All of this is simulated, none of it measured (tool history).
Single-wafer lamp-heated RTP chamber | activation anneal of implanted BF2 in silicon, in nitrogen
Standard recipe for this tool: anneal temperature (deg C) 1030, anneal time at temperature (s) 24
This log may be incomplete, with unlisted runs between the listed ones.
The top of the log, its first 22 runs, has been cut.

| run | hour | anneal temperature (deg C) | anneal time at temperature (s) | read-back reference wafer on the same gauge, sheet resistance | sheet resistance of the implanted and annealed layer (ohm/square) |
|---|---|---|---|---|---|
| 23 | 1167.0 | 1030 | 24 | 279.10 | 322.59 |
| 24 | 1204.7 | 1030 | 24 | 278.92 | 322.18 |
| 25 | 1241.1 | 1030 | 24 | 278.85 | 322.68 |
| 26 | 1270.0 | 1040 | 15 | 279.12 | 324.20 |
|  | 1307.8 | reflector plate cleaned |
| 27 | 1383.3 | 1030 | 24 | 278.99 | 322.22 |
| 28 | 1418.9 | 1046 | 24 | 279.25 | 319.21 |
| 29 | 1485.2 | 1006 | 19 | 279.12 | 326.00 |
| 30 | 1530.5 | 1030 | 24 | 278.97 | 322.41 |
|  | 1554.6 | pyrometer window cleaned and pyrometer calibrated |
| 31 | 1578.2 | 1046 | 19 | 279.00 | 321.72 |
| 32 | 1606.1 | 1030 | 24 | 279.04 | 322.44 |
| 33 | 1656.3 | 1009 | 38 | 279.08 | 322.36 |
| 34 | 1714.1 | 1045 | 24 | 278.96 | 319.67 |
| 35 | 1777.2 | 1008 | 38 | 278.96 | 322.01 |
| 36 | 1836.6 | 1030 | 38 | 279.05 | 319.25 |
| 37 | 1906.3 | 1013 | 17 | 278.97 | 326.64 |
| 38 | 1933.4 | 1003 | 14 | 279.03 | 327.03 |

What if the next run were any one of these 3? Each begins from the tool's condition after run 38:
| A | 1933.8 | 1030 | 24 | ? | ? |
| B | 1933.8 | 1030 | 12 | ? | ? |
| C | 1933.8 | 1052 | 12 | ? | ? |

| run | read-back reference wafer on the same gauge, sheet resistance | sheet resistance of the implanted and annealed layer (ohm/square) |
|---|---|---|
| A | 278.90 | 322.44 |
| B | 278.90 | 326.04 |
| C | 278.90 | 324.33 |
Had the tool no hidden state, the same runs would have come out as:
| run | sheet resistance of the implanted and annealed layer (ohm/square) |
|---|---|
| A | 322.44 |
| B | 326.04 |
| C | 324.33 |

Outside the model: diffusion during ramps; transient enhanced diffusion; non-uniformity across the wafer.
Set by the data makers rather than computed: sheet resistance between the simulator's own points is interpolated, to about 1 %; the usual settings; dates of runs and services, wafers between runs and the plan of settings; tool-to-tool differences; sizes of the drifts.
